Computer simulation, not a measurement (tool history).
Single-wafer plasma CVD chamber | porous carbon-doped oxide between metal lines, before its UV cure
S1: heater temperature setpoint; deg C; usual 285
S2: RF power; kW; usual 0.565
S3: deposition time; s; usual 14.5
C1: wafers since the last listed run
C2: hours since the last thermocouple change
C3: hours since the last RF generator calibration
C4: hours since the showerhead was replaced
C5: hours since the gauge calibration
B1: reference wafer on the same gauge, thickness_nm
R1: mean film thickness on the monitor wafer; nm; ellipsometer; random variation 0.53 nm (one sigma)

Run 1, day 0.000: usual settings; C1 0; C2 777.8; C3 613.6; C4 6066.7; C5 271.5; B1 83.645. Result: R1 95.022 nm.
Run 2, day 0.817: usual settings but S3 13.5 s; C1 494; C2 797.4; C3 633.2; C4 6086.3; C5 291.1; B1 83.677. Result: R1 88.352 nm.
Run 3, day 1.729: usual settings but S3 13.5 s; C1 552; C2 819.3; C3 655.1; C4 6108.2; C5 313.0; B1 83.617. Result: R1 88.166 nm.
Run 4, day 2.896: usual settings; C1 706; C2 847.3; C3 683.1; C4 6136.2; C5 341.0; B1 83.721. Result: R1 93.801 nm.
Run 5, day 4.288: usual settings; C1 842; C2 880.7; C3 716.5; C4 6169.6; C5 374.4; B1 83.833. Result: R1 94.218 nm.
Run 6, day 5.375: usual settings; C1 658; C2 906.8; C3 742.6; C4 6195.7; C5 400.5; B1 83.508. Result: R1 93.677 nm.
Run 7, day 6.438: usual settings but S1 281 deg C; C1 643; C2 932.3; C3 768.1; C4 6221.2; C5 426.0; B1 83.457. Result: R1 95.054 nm.
Run 8, day 7.733: usual settings; C1 784; C2 963.4; C3 799.2; C4 6252.3; C5 457.1; B1 83.652. Result: R1 93.761 nm.
Run 9, day 8.538: usual settings; C1 486; C2 982.7; C3 818.5; C4 6271.6; C5 476.4; B1 83.639. Result: R1 93.083 nm.
Run 10, day 9.962: usual settings; C1 862; C2 1016.9; C3 852.7; C4 6305.8; C5 510.6; B1 83.623. Result: R1 91.770 nm.
Run 11, day 12.142: usual settings; C1 1319; C2 1069.2; C3 905.0; C4 6358.1; C5 562.9; B1 83.727. Result: R1 93.045 nm.
Run 12, day 13.621: usual settings; C1 895; C2 1104.7; C3 940.5; C4 6393.6; C5 598.4; B1 83.722. Result: R1 92.838 nm.
Run 13, day 14.446: usual settings but S1 295 deg C; C1 499; C2 1124.5; C3 960.3; C4 6413.4; C5 618.2; B1 83.618. Result: R1 86.644 nm.
At day 15.783: gauge calibrated.
Run 14, day 15.946: usual settings but S1 295 deg C; C1 908; C2 1160.5; C3 996.3; C4 6449.4; C5 3.9; B1 83.645. Result: R1 86.340 nm.
At day 17.088: showerhead replaced, of another model than before.
Run 15, day 19.988: usual settings but S1 295 deg C; C1 2245; C2 1257.5; C3 1093.3; C4 69.6; C5 100.9; B1 83.776. Result: R1 87.959 nm.

What does the tool deliver on the next run?
Run 16, day 20.996: usual settings but S1 290 deg C, S2 0.665 kW, S3 12.5 s; C1 610; C2 1281.7; C3 1117.5; C4 93.8; C5 125.1; B1 ?. Result: R1 ?.

Run 16 produced B1 83.743, R1 83.643 nm.
Take away the tool's hidden state, keep the run-to-run variation as it was, and the same run would have given R1 86.619 nm.
